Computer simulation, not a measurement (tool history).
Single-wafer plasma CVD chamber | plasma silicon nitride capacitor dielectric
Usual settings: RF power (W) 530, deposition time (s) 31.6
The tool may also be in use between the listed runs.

run	hour	RF power (W)	deposition time (s)	wafers since the last listed run	hours since the last RF generator calibration	hours since the showerhead was replaced	hours since the gauge calibration	read-back reference wafer on the same gauge, thickness_nm	mean film thickness on the monitor wafer (angstrom)
1	0.0	560	36.2	0	227.1	5317.1	815.7	45.095	551.95
2	18.2	560	36.2	473	245.3	5335.3	833.9	45.080	552.88
3	42.9	560	36.2	642	270.0	5360.0	858.6	45.107	551.31
4	75.7	530	31.6	853	302.8	5392.8	891.4	45.132	469.84
5	99.7	455	31.6	624	326.8	5416.8	915.4	45.074	456.74
6	132.5	500	29.5	853	359.6	5449.6	948.2	45.067	437.18
7	150.8	500	29.5	475	377.9	5467.9	966.5	45.084	436.92
8	181.9	530	28.5	808	409.0	5499.0	997.6	45.135	428.13
9	204.1	530	28.5	577	431.2	5521.2	1019.8	45.115	425.55
10	219.8	530	31.6	408	446.9	5536.9	1035.5	45.124	469.61
11	235.4	530	31.6	405	462.5	5552.5	1051.1	45.073	468.67
12	251.2	530	31.6	410	478.3	5568.3	1066.9	45.061	476.88
13	285.0	530	31.6	879	512.1	5602.1	1100.7	45.100	474.35
14	314.8	530	31.6	775	541.9	5631.9	1130.5	45.098	471.07
15	345.6	530	31.6	801	572.7	5662.7	1161.3	45.092	479.28
16	372.5	530	36.5	699	599.6	5689.6	1188.2	45.141	546.99
# hour 377.0: gauge calibrated
17	387.6	530	36.5	392	614.7	5704.7	10.6	45.043	548.82
18	408.4	530	36.5	541	635.5	5725.5	31.4	45.102	543.64
19	436.7	530	27.5	736	663.8	5753.8	59.7	45.053	410.20
20	450.5	495	28.1	358	677.6	5767.6	73.5	45.079	409.69
21	476.6	500	31.6	678	703.7	5793.7	99.6	45.091	462.89
22	491.4	500	29.5	384	718.5	5808.5	114.4	45.139	433.61
23	523.0	530	31.6	821	750.1	5840.1	146.0	45.114	472.81
24	540.4	530	31.6	452	767.5	5857.5	163.4	45.119	475.18
25	563.1	530	29.5	590	790.2	5880.2	186.1	45.079	443.11
26	583.0	610	27.6	517	810.1	5900.1	206.0	45.035	429.82
# hour 626.3: showerhead replaced
27	626.8	585	36.6	931	853.9	0.5	249.8	45.114	562.00
28	635.2	530	28.4	218	862.3	8.9	258.2	45.084	424.90
29	647.7	490	34.6	325	874.8	21.4	270.7	45.081	502.30
30	671.3	560	36.2	613	898.4	45.0	294.3	45.080	550.13
31	705.9	530	31.6	899	933.0	79.6	328.9	45.117	468.14
# hour 714.6: RF generator calibrated
32	739.4	530	31.6	663	24.8	113.1	362.4	45.090	471.59
33	771.2	530	36.4	827	56.6	144.9	394.2	45.111	545.32
34	866.4	530	31.6	2476	151.8	240.1	489.4	45.126	476.47
35	884.7	480	34.7	475	170.1	258.4	507.7	45.106	508.66
36	918.6	630	25.5	881	204.0	292.3	541.6	45.108	399.98
37	948.7	595	27.0	782	234.1	322.4	571.7	45.073	419.23
38	982.0	465	31.6	866	267.4	355.7	605.0	45.126	455.57
39	1005.8	500	34.9	619	291.2	379.5	628.8	45.114	511.19

How the hidden state differs across the entries between the runs, from the last listed run before each to the first after it:
Between runs 16 and 17: gauge calibrated (hour 377.0)
  no hidden state differs between the two runs
Between runs 26 and 27: showerhead replaced (hour 626.3)
  no hidden state differs between the two runs
Between runs 31 and 32: RF generator calibrated (hour 714.6)
  no hidden state differs between the two runs
